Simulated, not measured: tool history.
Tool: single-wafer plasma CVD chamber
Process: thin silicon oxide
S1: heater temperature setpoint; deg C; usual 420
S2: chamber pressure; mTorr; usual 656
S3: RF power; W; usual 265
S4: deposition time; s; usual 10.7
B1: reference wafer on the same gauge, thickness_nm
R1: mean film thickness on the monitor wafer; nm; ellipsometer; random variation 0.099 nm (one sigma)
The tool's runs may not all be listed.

Run 1, hour 0: usual settings; B1 14.208. Result: R1 15.401 nm.
Run 2, hour 71.4: usual settings; B1 14.191. Result: R1 15.387 nm.
Run 3, hour 104.8: usual settings; B1 14.185. Result: R1 15.179 nm.
At hour 121.1: showerhead replaced.
At hour 123.7: RF generator calibrated.
Run 4, hour 163.5: usual settings; B1 14.207. Result: R1 15.425 nm.
At hour 189.6: capacitance manometer re-zeroed and calibrated, repeated, since the last time left the tool worse.
Run 5, hour 231.8: usual settings but S2 794 mTorr, S3 245 W; B1 14.188. Result: R1 18.406 nm.
At hour 290.6: gauge calibrated.
Run 6, hour 292: usual settings; B1 14.206. Result: R1 16.455 nm.
Run 7, hour 344.2: usual settings but S1 413 deg C, S3 295 W; B1 14.207. Result: R1 17.737 nm.
Run 8, hour 400.3: usual settings; B1 14.175. Result: R1 16.595 nm.
Run 9, hour 438.4: usual settings but S3 305 W; B1 14.178. Result: R1 17.961 nm.
At hour 455.3: thermocouple changed; heater temperature recalibrated.
Run 10, hour 482.6: usual settings but S1 407 deg C; B1 14.185. Result: R1 16.831 nm.
Run 11, hour 518.5: usual settings but S1 431 deg C, S2 530 mTorr, S3 285 W, S4 8.7 s; B1 14.198. Result: R1 12.121 nm.
Run 12, hour 576.3: usual settings but S4 9.3 s; B1 14.208. Result: R1 14.536 nm.
Run 13, hour 616.1: usual settings but S1 430 deg C, S2 742 mTorr, S4 9.2 s; B1 14.197. Result: R1 15.708 nm.
Run 14, hour 642.7: usual settings but S1 430 deg C, S3 295 W, S4 11.3 s; B1 14.188. Result: R1 18.568 nm.
Run 15, hour 683.4: usual settings; B1 14.188. Result: R1 16.624 nm.
Run 16, hour 729.2: usual settings but S3 285 W, S4 9.4 s; B1 14.15. Result: R1 15.114 nm.
Run 17, hour 778.5: usual settings but S2 699 mTorr; B1 14.177. Result: R1 17.508 nm.
Run 18, hour 825.6: usual settings but S1 413 deg C, S3 300 W, S4 12.2 s; B1 14.194. Result: R1 20.231 nm.
Run 19, hour 855.5: usual settings but S3 285 W; B1 14.199. Result: R1 17.524 nm.
Run 20, hour 888.6: usual settings but S2 530 mTorr; B1 14.211. Result: R1 14.259 nm.
Run 21, hour 1017.1: usual settings; B1 14.203. Result: R1 16.572 nm.
Run 22, hour 1048.7: usual settings but S1 434 deg C; B1 14.211. Result: R1 16.408 nm.
Run 23, hour 1099.4: usual settings but S3 305 W, S4 12.8 s; B1 14.215. Result: R1 21.271 nm.
Run 24, hour 1156.3: usual settings; B1 14.186. Result: R1 16.57 nm.
Run 25, hour 1197.7: usual settings; B1 14.167. Result: R1 16.411 nm.
Run 26, hour 1222.4: usual settings but S2 765 mTorr, S4 12.1 s; B1 14.189. Result: R1 21.111 nm.
Run 27, hour 1289.7: usual settings; B1 14.15. Result: R1 16.459 nm.

Some steps in R1 between neighbouring runs. How much of each would the tool show without its hidden state too (settings, what came in, random variation), and how much is left for the hidden state, with any gauge scatter that isn't in both results?
The hidden state here: wafer temperature above the value expected at the setpoint (K); delivered RF power above the setpoint (%); true pressure above the setpoint (%); gauge reads high (%).
Run 4 -> 5: S2 656 -> 794, S3 265 -> 245, capacitance manometer re-zeroed and calibrated, repeated, since the last time left the tool worse. R1 +2.981 nm: hidden state +1.319, all else +1.662.
Run 10 -> 11: S1 407 -> 431, S2 656 -> 530, S3 265 -> 285, S4 10.7 -> 8.7. R1 -4.71 nm: hidden state -0.01, all else -4.7.
Run 22 -> 23: S1 434 -> 420, S3 265 -> 305, S4 10.7 -> 12.8. R1 +4.863 nm: hidden state -0.065, all else +4.928.

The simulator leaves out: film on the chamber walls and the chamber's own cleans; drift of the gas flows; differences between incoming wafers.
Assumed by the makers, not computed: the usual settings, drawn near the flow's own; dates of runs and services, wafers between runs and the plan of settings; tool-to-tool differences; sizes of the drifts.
